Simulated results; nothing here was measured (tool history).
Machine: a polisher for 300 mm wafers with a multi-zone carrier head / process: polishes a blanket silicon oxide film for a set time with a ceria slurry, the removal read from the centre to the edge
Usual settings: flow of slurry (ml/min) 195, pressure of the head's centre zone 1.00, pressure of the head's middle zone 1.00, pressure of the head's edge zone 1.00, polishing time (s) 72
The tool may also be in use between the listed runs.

run	hour	flow of slurry (ml/min)	pressure of the head's centre zone	pressure of the head's middle zone	pressure of the head's edge zone	polishing time (s)	wafers since the last listed run	wafers polished on this pad	hours since the slurry nozzle was cleaned	hours since the centre zone pressure was calibrated	hours since the edge zone pressure was calibrated	hours since the carrier head's membrane was replaced	incoming thickness of the incoming film, nm	film removed at the wafer's centre (Å)	film removed at mid-radius (Å)	film removed at the wafer's edge (Å)
1	0.0	195	1.00	1.00	1.00	72	0	699	102.8	262.7	346.2	416.3	1616.0	4101	4236	4068
2	92.1	195	1.00	1.00	1.00	72	656	1355	194.9	354.8	438.3	508.4	1634.9	4050	4133	4162
3	136.4	195	1.00	1.00	1.00	91	315	1671	239.2	399.1	482.6	552.7	1672.3	5087	5297	5248
4	197.5	195	1.00	1.00	1.00	91	435	2106	300.3	460.2	543.7	613.8	1614.8	5106	5473	5265
5	292.6	195	1.00	1.00	1.00	72	677	2784	395.4	555.3	638.8	708.9	1645.4	3996	4285	4243
6	336.5	195	1.00	1.00	1.00	72	312	3096	439.3	599.2	682.7	752.8	1648.4	3996	4264	4332
# hour 353.7: edge zone pressure recalibrated
7	383.1	195	1.00	1.00	1.00	72	317	3414	485.9	645.8	29.4	799.4	1671.3	3967	4207	4199
8	423.3	195	1.09	1.08	1.03	72	286	3701	526.1	686.0	69.6	839.6	1631.4	4349	4630	4282
# hour 428.7: worn pad replaced by a new one
9	469.6	195	1.00	0.89	1.00	72	301	291	572.4	732.3	115.9	885.9	1646.3	3975	3874	4159
10	564.6	155	1.07	1.11	1.00	72	676	968	667.4	827.3	210.9	980.9	1684.3	4189	4478	4141
11	654.7	195	0.89	1.08	1.00	52	641	1610	757.5	917.4	301.0	1071.0	1648.8	2530	3284	3060
# hour 661.1: slurry nozzle cleaned
12	728.8	195	1.00	1.00	1.00	72	520	2131	67.7	991.5	375.1	1145.1	1629.4	3972	4237	4247
# hour 774.0: centre zone pressure recalibrated
13	899.0	260	1.00	1.12	0.92	52	1198	3329	237.9	125.0	545.3	1315.3	1619.3	3048	3446	2922
# hour 906.6: carrier head's membrane replaced by a new one
# hour 938.1: worn pad replaced by a new one
14	993.4	195	1.00	1.00	1.00	72	608	393	332.3	219.4	639.7	86.8	1626.3	4082	4236	4133
15	1098.9	165	1.05	1.11	0.93	72	751	1145	437.8	324.9	745.2	192.3	1645.8	4187	4636	3996
# hour 1106.4: edge zone pressure recalibrated
16	1141.6	195	0.95	0.96	0.89	72	289	1435	480.5	367.6	35.2	235.0	1645.6	3774	4023	4016
# hour 1393.0: worn pad replaced by a new one
17	1457.8	195	1.00	1.00	1.00	72	2224	461	796.7	683.8	351.4	551.2	1651.3	3937	4246	4171
# hour 1461.3: slurry nozzle cleaned
18	1558.8	195	1.03	1.05	0.92	62	712	1174	97.5	784.8	452.4	652.2	1636.3	3513	3819	3500
19	1650.3	220	1.07	1.07	1.00	64	651	1825	189.0	876.3	543.9	743.7	1672.9	3813	4056	3690
20	1744.5	195	1.00	1.00	0.92	72	671	2497	283.2	970.5	638.1	837.9	1664.2	3940	4187	4170
21	1803.9	195	1.00	1.00	1.00	72	423	2920	342.6	1029.9	697.5	897.3	1622.3	3926	4292	4311
22	1854.1	195	1.04	1.07	1.08	50	357	3277	392.8	1080.1	747.7	947.5	1629.5	2846	3117	3017
# hour 1857.1: centre zone pressure recalibrated
# hour 1886.7: worn pad replaced by a new one
# hour 1935.5: edge zone pressure recalibrated
23	1956.3	195	1.00	1.00	1.00	72	671	481	495.0	99.2	20.8	1049.7	1643.3	4182	4245	4215

Entry by entry between the runs, the difference in hidden state between the last listed run before and the first listed run after:
From run 6 to run 7: edge zone pressure recalibrated (hour 353.7)
  deviation of the centre zone's pressure from its setpoint, %: -5.27 -> -5.44
  difference, measured minus the result without the unlogged condition, film removed at the wafer's centre (Å): -224 -> -230
From run 8 to run 9: worn pad replaced by a new one (hour 428.7)
  deviation of the centre zone's pressure from its setpoint, %: -5.58 -> -5.71
  difference, measured minus the result without the unlogged condition, film removed at the wafer's centre (Å): -257 -> -243
From run 11 to run 12: slurry nozzle cleaned (hour 661.1)
  deviation of the centre zone's pressure from its setpoint, %: -6.11 -> -6.22
  difference, measured minus the result without the unlogged condition, film removed at the wafer's centre (Å): -168 -> -265
From run 12 to run 13: centre zone pressure recalibrated (hour 774.0)
  deviation of the centre zone's pressure from its setpoint, %: -6.22 -> -2.03
  difference, measured minus the result without the unlogged condition, film removed at the wafer's centre (Å): -265 -> -63
From run 13 to run 14: carrier head's membrane replaced by a new one (hour 906.6); worn pad replaced by a new one (hour 938.1)
  deviation of the centre zone's pressure from its setpoint, %: -2.03 -> -3.27
  difference, measured minus the result without the unlogged condition, film removed at the wafer's centre (Å): -63 -> -139
From run 15 to run 16: edge zone pressure recalibrated (hour 1106.4)
  deviation of the centre zone's pressure from its setpoint, %: -4.32 -> -4.66
  difference, measured minus the result without the unlogged condition, film removed at the wafer's centre (Å): -190 -> -187
From run 16 to run 17: worn pad replaced by a new one (hour 1393.0)
  deviation of the centre zone's pressure from its setpoint, %: -4.66 -> -6.26
  difference, measured minus the result without the unlogged condition, film removed at the wafer's centre (Å): -187 -> -265
From run 17 to run 18: slurry nozzle cleaned (hour 1461.3)
  deviation of the centre zone's pressure from its setpoint, %: -6.26 -> -6.54
  difference, measured minus the result without the unlogged condition, film removed at the wafer's centre (Å): -265 -> -247
From run 22 to run 23: centre zone pressure recalibrated (hour 1857.1); worn pad replaced by a new one (hour 1886.7); edge zone pressure recalibrated (hour 1935.5)
  deviation of the centre zone's pressure from its setpoint, %: -7.01 -> -1.22
  difference, measured minus the result without the unlogged condition, film removed at the wafer's centre (Å): -216 -> -52

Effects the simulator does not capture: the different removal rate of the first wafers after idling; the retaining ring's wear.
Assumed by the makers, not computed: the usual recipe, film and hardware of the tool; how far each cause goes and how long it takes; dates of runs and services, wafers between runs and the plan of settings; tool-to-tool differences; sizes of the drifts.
